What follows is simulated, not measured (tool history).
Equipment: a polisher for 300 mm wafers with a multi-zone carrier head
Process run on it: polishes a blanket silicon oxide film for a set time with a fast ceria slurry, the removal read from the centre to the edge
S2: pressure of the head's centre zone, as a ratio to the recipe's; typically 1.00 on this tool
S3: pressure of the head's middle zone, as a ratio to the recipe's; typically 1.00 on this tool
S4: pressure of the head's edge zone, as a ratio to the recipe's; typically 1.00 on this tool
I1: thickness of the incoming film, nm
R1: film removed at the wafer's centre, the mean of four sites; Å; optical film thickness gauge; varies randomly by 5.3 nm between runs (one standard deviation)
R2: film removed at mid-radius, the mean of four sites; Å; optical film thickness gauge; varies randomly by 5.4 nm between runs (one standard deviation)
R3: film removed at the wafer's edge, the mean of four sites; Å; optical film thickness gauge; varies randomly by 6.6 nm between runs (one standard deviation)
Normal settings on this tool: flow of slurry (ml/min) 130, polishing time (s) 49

run 1 hour=0.0 | flow_of_slurry_(ml/min)=130 S2=1.00 S3=1.00 S4=1.00 polishing_time_(s)=49 | I1=1824.2 | R1=4355 R2=4502 R3=4531
run 2 hour=8.3 | flow_of_slurry_(ml/min)=130 S2=1.00 S3=1.00 S4=1.00 polishing_time_(s)=49 | I1=1777.7 | R1=4276 R2=4598 R3=4379
run 3 hour=24.8 | flow_of_slurry_(ml/min)=130 S2=1.06 S3=1.00 S4=1.00 polishing_time_(s)=39 | I1=1806.8 | R1=3564 R2=3502 R3=3534
run 4 hour=31.2 | flow_of_slurry_(ml/min)=130 S2=1.06 S3=1.00 S4=1.00 polishing_time_(s)=39 | I1=1805.4 | R1=3544 R2=3589 R3=3392
run 5 hour=49.1 | flow_of_slurry_(ml/min)=130 S2=1.00 S3=1.00 S4=1.00 polishing_time_(s)=49 | I1=1789.5 | R1=4085 R2=4320 R3=4286
-- hour=70.0 slurry nozzle cleaned
-- hour=83.2 edge zone pressure recalibrated
run 6 hour=96.3 | flow_of_slurry_(ml/min)=130 S2=0.92 S3=1.00 S4=1.00 polishing_time_(s)=49 | I1=1822.5 | R1=4040 R2=4598 R3=4374
run 7 hour=103.7 | flow_of_slurry_(ml/min)=130 S2=0.92 S3=1.00 S4=1.00 polishing_time_(s)=49 | I1=1811.1 | R1=3980 R2=4448 R3=4217
-- hour=113.2 worn pad replaced by a new one
run 8 hour=120.0 | flow_of_slurry_(ml/min)=165 S2=1.00 S3=1.09 S4=1.12 polishing_time_(s)=62 | I1=1802.1 | R1=6370 R2=7102 R3=6593
run 9 hour=131.3 | flow_of_slurry_(ml/min)=130 S2=1.08 S3=1.05 S4=1.00 polishing_time_(s)=66 | I1=1793.5 | R1=7000 R2=6962 R3=6367
-- hour=133.4 centre zone pressure recalibrated
-- hour=145.4 carrier head's membrane replaced by a new one
run 10 hour=145.8 | flow_of_slurry_(ml/min)=130 S2=1.00 S3=1.00 S4=1.00 polishing_time_(s)=49 | I1=1790.0 | R1=4712 R2=4939 R3=4650
run 11 hour=154.1 | flow_of_slurry_(ml/min)=95 S2=1.00 S3=1.00 S4=0.96 polishing_time_(s)=63 | I1=1826.3 | R1=5527 R2=5798 R3=5556
run 12 hour=168.0 | flow_of_slurry_(ml/min)=130 S2=1.12 S3=1.00 S4=1.00 polishing_time_(s)=49 | I1=1822.3 | R1=5148 R2=4784 R3=4619

Predict the results of run 13:
run 13 hour=184.6 | flow_of_slurry_(ml/min)=90 S2=1.00 S3=1.10 S4=0.95 polishing_time_(s)=58 | I1=1784.9 | R1=? R2=? R3=?

Logged for run 13: R1 4777 Å, R2 5302 Å, R3 4870 Å.
If the tool had no hidden condition, the same run with the same run-to-run variation would have returned R1 5308 Å, R2 5855 Å, R3 5307 Å.
